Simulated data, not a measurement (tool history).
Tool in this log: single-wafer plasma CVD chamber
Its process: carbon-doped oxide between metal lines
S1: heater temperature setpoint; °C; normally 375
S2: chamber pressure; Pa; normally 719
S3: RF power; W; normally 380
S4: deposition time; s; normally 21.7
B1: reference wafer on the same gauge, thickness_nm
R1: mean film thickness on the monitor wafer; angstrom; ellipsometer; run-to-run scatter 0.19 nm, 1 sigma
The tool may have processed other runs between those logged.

Run 1, hour 0.0: usual settings; B1 71.114. Result: R1 856.22 angstrom.
Run 2, hour 25.4: usual settings; B1 71.102. Result: R1 857.00 angstrom.
Run 3, hour 65.4: usual settings; B1 71.094. Result: R1 856.52 angstrom.
Run 4, hour 89.6: usual settings; B1 71.111. Result: R1 851.12 angstrom.
Run 5, hour 121.4: usual settings; B1 71.088. Result: R1 854.36 angstrom.
Run 6, hour 157.1: usual settings; B1 71.126. Result: R1 852.91 angstrom.
Run 7, hour 184.2: usual settings; B1 71.095. Result: R1 850.56 angstrom.
At hour 254.4: thermocouple changed; heater temperature recalibrated.
Run 8, hour 254.9: usual settings but S1 369 °C, S4 18.4 s; B1 71.102. Result: R1 734.37 angstrom.
At hour 309.2: gauge calibrated.
At hour 315.0: RF generator calibrated.
Run 9, hour 315.5: usual settings but S1 371 °C, S2 668 Pa, S3 455 W, S4 23.8 s; B1 71.059. Result: R1 1063.71 angstrom.
At hour 324.3: showerhead replaced.
Run 10, hour 341.5: usual settings but S3 350 W; B1 71.141. Result: R1 757.22 angstrom.
Run 11, hour 389.0: usual settings but S3 325 W; B1 71.102. Result: R1 699.27 angstrom.
At hour 399.0: RF generator calibrated, repeated, since the last time left the tool worse.
At hour 401.4: capacitance manometer re-zeroed and calibrated.
Run 12, hour 423.2: usual settings but S1 362 °C, S2 664 Pa; B1 71.086. Result: R1 897.18 angstrom.
Run 13, hour 493.1: usual settings; B1 71.150. Result: R1 875.10 angstrom.
Run 14, hour 522.1: usual settings; B1 71.153. Result: R1 873.63 angstrom.

Forecast each of these 5 alternatives for the next run:
Run A, hour 522.5: usual settings but S2 669 Pa; B1 ?. Result: R1 ?.
Run B, hour 522.5: usual settings but S1 382 °C, S3 335 W; B1 ?. Result: R1 ?.
Run C, hour 522.5: usual settings but S1 384 °C, S4 19.3 s; B1 ?. Result: R1 ?.
Run D, hour 522.5: usual settings but S3 410 W; B1 ?. Result: R1 ?.
Run E, hour 522.5: usual settings but S1 364 °C, S2 611 Pa, S3 455 W, S4 17.4 s; B1 ?. Result: R1 ?.

run      B1      R1
  A  71.060  865.60
  B  71.060  758.48
  C  71.060  763.54
  D  71.060  938.25
  E  71.060  832.32
The same runs, with their run-to-run variation unchanged, on a tool lacking any hidden condition would have given:
run      R1
  A  870.82
  B  763.06
  C  768.14
  D  943.69
  E  836.49
